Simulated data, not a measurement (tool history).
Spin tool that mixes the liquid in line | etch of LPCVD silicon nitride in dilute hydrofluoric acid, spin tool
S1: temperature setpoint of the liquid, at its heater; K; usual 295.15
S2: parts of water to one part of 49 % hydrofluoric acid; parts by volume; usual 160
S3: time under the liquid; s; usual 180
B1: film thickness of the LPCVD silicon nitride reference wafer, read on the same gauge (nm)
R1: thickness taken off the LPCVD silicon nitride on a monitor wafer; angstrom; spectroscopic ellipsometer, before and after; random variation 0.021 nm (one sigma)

| run | day | S1 | S2 | S3 | B1 | R1 |
|---|---|---|---|---|---|---|
| 1 | 0.000 | 298.15 | 160 | 180 | 70.009 | 6.99 |
| 2 | 0.362 | 295.15 | 160 | 180 | 70.040 | 5.93 |
| 3 | 1.067 | 295.15 | 160 | 180 | 69.981 | 5.49 |
| 4 | 1.546 | 295.15 | 160 | 180 | 70.005 | 5.88 |
| 5 | 1.921 | 295.15 | 160 | 180 | 69.984 | 5.84 |
| 6 | 2.642 | 295.15 | 160 | 265 | 70.020 | 8.93 |
|  | 2.812 | hydrofluoric acid flow meter replaced |
| 7 | 3.221 | 295.15 | 160 | 180 | 69.971 | 5.57 |
| 8 | 3.683 | 295.15 | 160 | 180 | 69.961 | 5.83 |
| 9 | 4.125 | 293.15 | 160 | 180 | 69.998 | 4.85 |
| 10 | 4.621 | 295.15 | 160 | 135 | 69.970 | 4.26 |
|  | 6.088 | thermometer replaced |
| 11 | 6.412 | 292.15 | 160 | 180 | 69.988 | 4.46 |
| 12 | 6.842 | 295.15 | 205 | 180 | 70.020 | 4.68 |
| 13 | 7.529 | 295.15 | 160 | 180 | 70.012 | 6.07 |
| 14 | 9.346 | 291.15 | 100 | 125 | 70.001 | 4.48 |
| 15 | 9.775 | 295.15 | 160 | 180 | 70.005 | 5.69 |
| 16 | 10.117 | 293.65 | 110 | 130 | 70.017 | 5.45 |
| 17 | 10.433 | 295.15 | 140 | 180 | 69.982 | 7.15 |
| 18 | 11.017 | 299.65 | 210 | 180 | 69.944 | 5.68 |
| 19 | 11.300 | 295.15 | 160 | 180 | 70.010 | 5.93 |
| 20 | 11.588 | 295.15 | 160 | 180 | 70.010 | 6.02 |
| 21 | 11.912 | 295.15 | 160 | 180 | 70.022 | 5.89 |
| 22 | 12.438 | 295.15 | 160 | 180 | 70.000 | 5.69 |
| 23 | 12.867 | 290.65 | 160 | 180 | 69.992 | 4.46 |
| 24 | 13.612 | 298.65 | 160 | 260 | 69.954 | 10.20 |
| 25 | 14.050 | 291.65 | 220 | 285 | 70.006 | 5.34 |
| 26 | 14.538 | 295.15 | 160 | 180 | 69.994 | 6.00 |
| 27 | 14.788 | 292.65 | 160 | 140 | 70.012 | 3.77 |
| 28 | 15.288 | 295.15 | 115 | 180 | 70.011 | 7.74 |
| 29 | 15.629 | 295.15 | 185 | 180 | 70.004 | 5.24 |
| 30 | 16.329 | 292.15 | 160 | 180 | 70.004 | 4.90 |
| 31 | 16.825 | 299.65 | 140 | 180 | 70.018 | 8.68 |
|  | 17.188 | gauge calibrated |
| 32 | 17.250 | 297.65 | 160 | 180 | 70.024 | 6.23 |

Forecast each of these 5 alternatives for the next run:
| A | 17.271 | 295.15 | 120 | 180 | ? | ? |
| B | 17.271 | 291.15 | 100 | 235 | ? | ? |
| C | 17.271 | 295.15 | 160 | 95 | ? | ? |
| D | 17.271 | 295.15 | 160 | 75 | ? | ? |
| E | 17.271 | 295.15 | 110 | 70 | ? | ? |

| run | B1 | R1 |
|---|---|---|
| A | 69.965 | 7.79 |
| B | 69.965 | 9.26 |
| C | 69.965 | 3.10 |
| D | 69.965 | 2.45 |
| E | 69.965 | 3.30 |
Without the tool's hidden state the same runs would have given:
| run | R1 |
|---|---|
| A | 7.79 |
| B | 9.26 |
| C | 3.10 |
| D | 2.45 |
| E | 3.30 |
